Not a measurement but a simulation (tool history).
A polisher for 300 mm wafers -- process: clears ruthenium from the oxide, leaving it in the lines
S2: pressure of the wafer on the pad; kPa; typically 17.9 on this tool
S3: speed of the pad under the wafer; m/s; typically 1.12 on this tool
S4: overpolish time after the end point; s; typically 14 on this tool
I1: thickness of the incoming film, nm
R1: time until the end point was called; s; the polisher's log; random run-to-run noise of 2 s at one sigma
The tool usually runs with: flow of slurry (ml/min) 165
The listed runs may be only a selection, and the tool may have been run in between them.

run 1 day=0 | flow_of_slurry_(ml/min)=165 S2=17.9 S3=1.12 S4=14 | I1=162.8 | R1=142.3
-- day=0.933 slurry nozzle cleaned
run 2 day=3.725 | flow_of_slurry_(ml/min)=165 S2=17.9 S3=1.12 S4=14 | I1=158 | R1=135.5
run 3 day=5.808 | flow_of_slurry_(ml/min)=165 S2=17.9 S3=1.12 S4=19 | I1=161.5 | R1=141.7
-- day=6.562 worn pad replaced by a new one
run 4 day=8.421 | flow_of_slurry_(ml/min)=165 S2=17.9 S3=1.12 S4=19 | I1=157.8 | R1=130
run 5 day=11.492 | flow_of_slurry_(ml/min)=165 S2=17.9 S3=1.38 S4=14 | I1=159.4 | R1=118
run 6 day=15.412 | flow_of_slurry_(ml/min)=165 S2=17.9 S3=1.38 S4=14 | I1=159.9 | R1=113.5
run 7 day=18.796 | flow_of_slurry_(ml/min)=165 S2=17.9 S3=1.38 S4=14 | I1=160.7 | R1=118.2
-- day=18.992 worn pad replaced by a new one
run 8 day=21.575 | flow_of_slurry_(ml/min)=205 S2=17.9 S3=1.12 S4=14 | I1=157.6 | R1=126.3
run 9 day=23.683 | flow_of_slurry_(ml/min)=205 S2=17.9 S3=1.12 S4=14 | I1=158.7 | R1=132.4
-- day=25.971 slurry nozzle cleaned
-- day=31.421 worn pad replaced by a new one
run 10 day=32.058 | flow_of_slurry_(ml/min)=165 S2=15.2 S3=1.12 S4=14 | I1=159.5 | R1=152.6
-- day=32.188 head pressure recalibrated
run 11 day=35.621 | flow_of_slurry_(ml/min)=165 S2=17.9 S3=1.12 S4=14 | I1=160 | R1=132.8
run 12 day=39.658 | flow_of_slurry_(ml/min)=165 S2=20.7 S3=1.12 S4=14 | I1=160.8 | R1=118.1
-- day=42.596 worn pad replaced by a new one
run 13 day=43.588 | flow_of_slurry_(ml/min)=165 S2=23.4 S3=1.12 S4=11 | I1=160.6 | R1=99.9

What will run 14 give?
run 14 day=46.2 | flow_of_slurry_(ml/min)=215 S2=17.9 S3=1.12 S4=17 | I1=161.8 | R1=?

{"run 14": {"R1": 127.8}}
Were there no unlogged condition in the tool, this run, its random variation unchanged, would have produced R1 124.7 s.
